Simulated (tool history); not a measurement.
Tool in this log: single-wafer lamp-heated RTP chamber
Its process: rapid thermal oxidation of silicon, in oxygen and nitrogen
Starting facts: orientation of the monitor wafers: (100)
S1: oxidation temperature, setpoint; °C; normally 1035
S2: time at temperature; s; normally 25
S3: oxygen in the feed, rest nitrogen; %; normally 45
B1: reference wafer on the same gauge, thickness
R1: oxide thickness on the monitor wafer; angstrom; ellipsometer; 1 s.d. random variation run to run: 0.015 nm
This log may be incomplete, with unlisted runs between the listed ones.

run	hour	S1	S2	S3	B1	R1
1	0	1035	25	45	3.912	43.49
# hour 58.2: pyrometer window cleaned and pyrometer calibrated
2	169.1	1035	25	45	3.911	42.75
3	201.8	1035	25	45	3.91	43.12
4	348.6	1035	25	45	3.909	43.3
# hour 404.3: pyrometer window cleaned and pyrometer calibrated
5	405.1	1035	25	45	3.912	44.78
6	451.6	1035	25	45	3.91	44.65
7	484.2	1035	25	45	3.909	44.5
8	556	1047	25	45	3.91	48.33
# hour 611.9: pyrometer window cleaned and pyrometer calibrated, repeated, since the last time left the tool worse
9	620.9	1047	25	45	3.909	45.7
# hour 678.2: oxygen flow controller replaced
10	678.7	1047	25	45	3.912	45.81
11	708.6	1048	25	45	3.91	46.27
12	780.3	1035	25	38	3.91	40.71
# hour 839.3: gauge calibrated
13	849.5	1035	25	38	3.914	40.86
14	880	1035	25	45	3.911	43.47
# hour 909.4: pyrometer window cleaned and pyrometer calibrated
15	919.3	1010	33	18	3.911	31.93
16	972.4	1050	34	18	3.911	39.73
17	1040.4	1047	15	55	3.91	40.36
18	1237.3	1061	20	30	3.91	41.59
# hour 1261.2: pyrometer window cleaned and pyrometer calibrated
19	1267.5	1035	25	27	3.912	36.62
20	1308.6	1035	25	45	3.91	42.66
21	1364.4	1035	28	21	3.911	35.85
22	1429.2	1007	33	23	3.909	33.51
23	1463.8	1018	25	33	3.909	35.64
24	1534.4	1035	32	75	3.911	56.62
# hour 1569.9: pyrometer window cleaned and pyrometer calibrated
25	1570.4	1035	25	62	3.91	47.21
26	1607	1011	28	45	3.911	38.37

Consider 5 possible next runs. They are alternatives, not a sequence: every one starts from the tool as it was left by run 26. What does each give?
A	1607.4	1006	25	45	?	?
B	1607.4	1056	25	53	?	?
C	1607.4	1025	30	45	?	?
D	1607.4	1063	30	21	?	?
E	1607.4	1065	32	75	?	?

run	B1	R1
A	3.91	35.72
B	3.91	51.46
C	3.91	42.91
D	3.91	42.76
E	3.91	68.31
With no hidden state in the tool, these same runs would have given:
run	R1
A	35.69
B	51.41
C	42.87
D	42.72
E	68.24
